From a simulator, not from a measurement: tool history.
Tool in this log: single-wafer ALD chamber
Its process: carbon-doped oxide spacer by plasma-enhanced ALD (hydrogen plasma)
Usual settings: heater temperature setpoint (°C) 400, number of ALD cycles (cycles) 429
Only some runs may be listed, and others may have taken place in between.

| run | hour | heater temperature setpoint (°C) | number of ALD cycles (cycles) | read-back reference wafer on the same gauge, thickness_nm | mean film thickness on the monitor wafer (Å) |
|---|---|---|---|---|---|
| 1 | 0 | 407 | 429 | 18.591 | 223.96 |
| 2 | 13.7 | 407 | 429 | 18.595 | 222.99 |
| 3 | 30 | 407 | 429 | 18.591 | 223.59 |
| 4 | 49.5 | 400 | 447 | 18.589 | 236.15 |
| 5 | 72.2 | 400 | 447 | 18.597 | 235.73 |
| 6 | 93.1 | 400 | 447 | 18.575 | 236.65 |
| 7 | 112.2 | 406 | 429 | 18.58 | 222.57 |
| 8 | 132.3 | 406 | 429 | 18.575 | 223.27 |
| 9 | 163.2 | 406 | 429 | 18.562 | 223.06 |
| 10 | 175.3 | 400 | 429 | 18.564 | 226.19 |
| 11 | 190.8 | 400 | 429 | 18.553 | 227.52 |
| 12 | 219.9 | 400 | 429 | 18.538 | 226.72 |
| 13 | 246.4 | 400 | 429 | 18.539 | 227.27 |
| 14 | 281.5 | 400 | 429 | 18.515 | 225.53 |
| 15 | 317.1 | 400 | 429 | 18.479 | 225.2 |
| 16 | 343.9 | 400 | 429 | 18.465 | 225.21 |
| 17 | 375 | 400 | 429 | 18.447 | 225.5 |
|  | 405.7 | gauge calibrated |
|  | 411.3 | thermocouple changed; heater temperature recalibrated |
| 18 | 411.8 | 400 | 497 | 18.575 | 263.32 |

Run 19, settings as shown, results not yet in. Your forecast:
| 19 | 426.4 | 386 | 392 | ? | ? |

Run 19 measured read-back reference wafer on the same gauge, thickness_nm 18.58, mean film thickness on the monitor wafer (Å) 207.75.
Minus the tool's unlogged condition, the same run would have read mean film thickness on the monitor wafer (Å) 208.02.

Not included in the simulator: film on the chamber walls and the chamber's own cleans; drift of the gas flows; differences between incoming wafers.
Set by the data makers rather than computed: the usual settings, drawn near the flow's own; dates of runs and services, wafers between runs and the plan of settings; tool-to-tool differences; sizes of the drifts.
